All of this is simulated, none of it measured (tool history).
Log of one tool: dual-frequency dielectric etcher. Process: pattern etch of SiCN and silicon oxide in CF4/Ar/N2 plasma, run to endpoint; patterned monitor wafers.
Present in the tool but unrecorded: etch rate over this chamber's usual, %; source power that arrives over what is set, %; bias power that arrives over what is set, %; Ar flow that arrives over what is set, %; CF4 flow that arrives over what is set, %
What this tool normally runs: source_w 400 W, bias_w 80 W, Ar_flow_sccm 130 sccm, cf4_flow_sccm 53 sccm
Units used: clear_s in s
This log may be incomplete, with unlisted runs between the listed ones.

run    hour  source_w  bias_w  Ar_flow_sccm  cf4_flow_sccm  wafers since the last listed run  hours since the last wet clean  hours since the last source power generator calibration  hours since the last bias power generator calibration  hours since the last Ar flow controller change  hours since the last CF4 flow controller change  hours since the last upper electrode change  incoming incoming film thickness, nm  clear_s
  1       0       400      80           130             53                                 0                           433.7                                                   2762.4                                                  322.1                                          2238.1                                           4689.2                                          167                                 10.08     15.5
  2    56.8       480      80           100             53                               601                           490.5                                                   2819.2                                                  378.9                                          2294.9                                             4746                                        223.8                                 10.07     12.3
         88  -- wet clean of the chamber
  3   101.9       440      80           130             53                               223                            13.9                                                   2864.3                                                    424                                            2340                                           4791.1                                        268.9                                 10.14     13.6
  4   171.8       400      80           130             58                               740                            83.8                                                   2934.2                                                  493.9                                          2409.9                                             4861                                        338.8                                  9.99     14.5
  5   209.5       400      69           117             64                               399                           121.5                                                   2971.9                                                  531.6                                          2447.6                                           4898.7                                        376.5                                 10.02     14.8
  6     236       470      95           130             53                               280                             148                                                   2998.4                                                  558.1                                          2474.1                                           4925.2                                          403                                 10.05       12
  7   261.7       400      80           130             53                               272                           173.7                                                   3024.1                                                  583.8                                          2499.8                                           4950.9                                        428.7                                 10.16     15.5
        268  -- source power generator calibrated
  8   294.1       400      80           130             53                               300                           206.1                                                     26.1                                                  616.2                                          2532.2                                           4983.3                                        461.1                                 10.25     14.7
      343.1  -- CF4 flow controller replaced
  9     353       470      91           130             53                               560                             265                                                       85                                                  675.1                                          2591.1                                              9.9                                          520                                    10     11.7
 10   423.5       330      93           143             53                               746                           335.5                                                    155.5                                                  745.6                                          2661.6                                             80.4                                        590.5                                 10.17     17.7
 11   449.6       400      80           130             53                               276                           361.6                                                    181.6                                                  771.7                                          2687.7                                            106.5                                        616.6                                 10.15     14.7
      512.5  -- wet clean of the chamber
      516.1  -- Ar flow controller replaced
 12   517.7       400      80           130             60                               429                             5.2                                                    249.7                                                  839.8                                             1.6                                            174.6                                        684.7                                 10.15       14
 13   667.3       470      80           146             53                              1585                           154.8                                                    399.3                                                  989.4                                           151.2                                            324.2                                        834.3                                 10.22     12.5
 14   703.6       400      80           130             53                               384                           191.1                                                    435.6                                                 1025.7                                           187.5                                            360.5                                        870.6                                 10.19     14.6
 15   766.7       300      64           140             53                               668                           254.2                                                    498.7                                                 1088.8                                           250.6                                            423.6                                        933.7                                 10.13     21.9
 16   802.8       460      89           103             42                               382                           290.3                                                    534.8                                                 1124.9                                           286.7                                            459.7                                        969.8                                  10.1     12.2
 17   849.9       400      80           104             66                               499                           337.4                                                    581.9                                                   1172                                           333.8                                            506.8                                       1016.9                                 10.15     13.6
 18   883.5       400      80           130             53                               355                             371                                                    615.5                                                 1205.6                                           367.4                                            540.4                                       1050.5                                 10.03     14.5
 19     939       360      80           130             46                               588                           426.5                                                      671                                                 1261.1                                           422.9                                            595.9                                         1106                                 10.13     17.3
 20   973.3       350      71           139             53                               363                           460.8                                                    705.3                                                 1295.4                                           457.2                                            630.2                                       1140.3                                 10.09       18
     1009.1  -- wet clean of the chamber
 21  1015.3       370      99           161             63                               190                             6.2                                                    747.3                                                 1337.4                                           499.2                                            672.2                                       1182.3                                 10.13     14.6
 22  1057.8       350      73           130             53                               450                            48.7                                                    789.8                                                 1379.9                                           541.7                                            714.7                                       1224.8                                 10.14     17.4
 23  1112.4       400      80           151             59                               578                           103.3                                                    844.4                                                 1434.5                                           596.3                                            769.3                                       1279.4                                 10.03     14.4

5 options for the next run, each taken on its own from the tool as it stands now. Forecast them:
  A  1112.8       400      61           130             53                                 4                           103.7                                                    844.8                                                 1434.9                                           596.7                                            769.7                                       1279.8                                 10.12        ?
  B  1112.8       400      68           130             53                                 4                           103.7                                                    844.8                                                 1434.9                                           596.7                                            769.7                                       1279.8                                 10.12        ?
  C  1112.8       430      80           152             53                                 4                           103.7                                                    844.8                                                 1434.9                                           596.7                                            769.7                                       1279.8                                 10.12        ?
  D  1112.8       400      80           142             53                                 4                           103.7                                                    844.8                                                 1434.9                                           596.7                                            769.7                                       1279.8                                 10.12        ?
  E  1112.8       400      86           130             53                                 4                           103.7                                                    844.8                                                 1434.9                                           596.7                                            769.7                                       1279.8                                 10.12        ?

run  clear_s
  A     15.9
  B     15.3
  C     13.8
  D     14.8
  E     14.2
Take away the tool's hidden state, keep each run's random variation, and the runs would have read:
run  clear_s
  A     15.8
  B     15.2
  C     13.7
  D     14.7
  E     14.1

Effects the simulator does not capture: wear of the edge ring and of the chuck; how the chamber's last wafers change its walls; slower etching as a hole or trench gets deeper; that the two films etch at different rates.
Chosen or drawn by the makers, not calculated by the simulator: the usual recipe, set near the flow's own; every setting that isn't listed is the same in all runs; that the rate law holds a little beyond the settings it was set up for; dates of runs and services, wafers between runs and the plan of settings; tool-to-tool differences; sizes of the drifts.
